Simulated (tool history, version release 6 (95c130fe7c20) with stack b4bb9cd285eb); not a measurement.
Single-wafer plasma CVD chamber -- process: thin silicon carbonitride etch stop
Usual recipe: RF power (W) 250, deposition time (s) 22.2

run	hour	RF power (W)	deposition time (s)	read-back reference wafer on the same gauge, thickness_nm	mean film thickness on the monitor wafer (nm)
1	0	250	22.2	11.302	12.545
2	64.6	225	22.2	11.291	12.155
3	126.9	225	22.2	11.311	12.215
4	187.3	225	22.2	11.306	12.151
5	258.1	250	22.2	11.293	12.483
6	283.2	250	22.2	11.304	12.576
7	308.8	250	23.5	11.311	13.207
8	336.5	250	23.5	11.298	13.192
9	386.1	250	22.2	11.298	12.5
10	440.4	250	22.2	11.296	12.452
11	486.6	250	22.2	11.306	12.416
12	520.3	250	22.2	11.293	12.467
# hour 522.3: gauge calibrated
13	579.8	250	22.2	11.29	12.441
# hour 597.9: thermocouple changed; heater temperature recalibrated
14	609.4	230	25.8	11.308	14.158
# hour 721.4: showerhead replaced
15	725.1	250	18.7	11.294	10.453
16	758.6	235	21	11.298	11.647
17	789.6	225	25.4	11.316	13.856
18	859.4	250	24.3	11.306	13.557
19	1052	285	20	11.304	11.552
# hour 1061.1: RF generator calibrated
20	1098.6	250	22.2	11.297	12.302
21	1142.5	250	22.2	11.305	12.325
22	1188.7	280	24.7	11.307	14.069
23	1257.9	285	23.5	11.288	13.367
24	1285.7	270	26	11.305	14.657
25	1346.8	275	22.2	11.307	12.525
26	1388.9	250	20.1	11.298	11.097
27	1456.4	250	18.1	11.293	10.034
28	1483.9	250	17.8	11.293	9.833
29	1518.3	290	22.2	11.301	12.695
30	1574.3	205	19.7	11.296	10.372
# hour 1585.5: RF generator calibrated, repeated, since the last time left the tool worse
31	1638.9	250	22.2	11.299	12.591
32	1699.1	270	19.8	11.302	11.37
33	1749.3	235	26.1	11.292	14.567
34	1802.5	230	25.9	11.3	14.246
35	1871.5	230	26.2	11.296	14.546
36	1903.6	250	18.7	11.305	10.542

Exercise: give the hidden state of the tool at every run:
wafer temperature above the value expected at the setpoint (K): 0, the same for each run
gauge reads high (%): 0, the same for each run
H1: delivered RF power above the setpoint (%)
run	H1
1	-2.25
2	-2.43
3	-2.61
4	-2.78
5	-2.98
6	-3.05
7	-3.12
8	-3.2
9	-3.34
10	-3.5
11	-3.63
12	-3.72
13	-3.89
14	-3.98
15	-4.3
16	-4.4
17	-4.49
18	-4.68
19	-5.23
20	-9.04
21	-9.17
22	-9.3
23	-9.5
24	-9.57
25	-9.75
26	-9.87
27	-10.1
28	-10.1
29	-10.2
30	-10.4
31	-0.618
32	-0.789
33	-0.931
34	-1.08
35	-1.28
36	-1.37
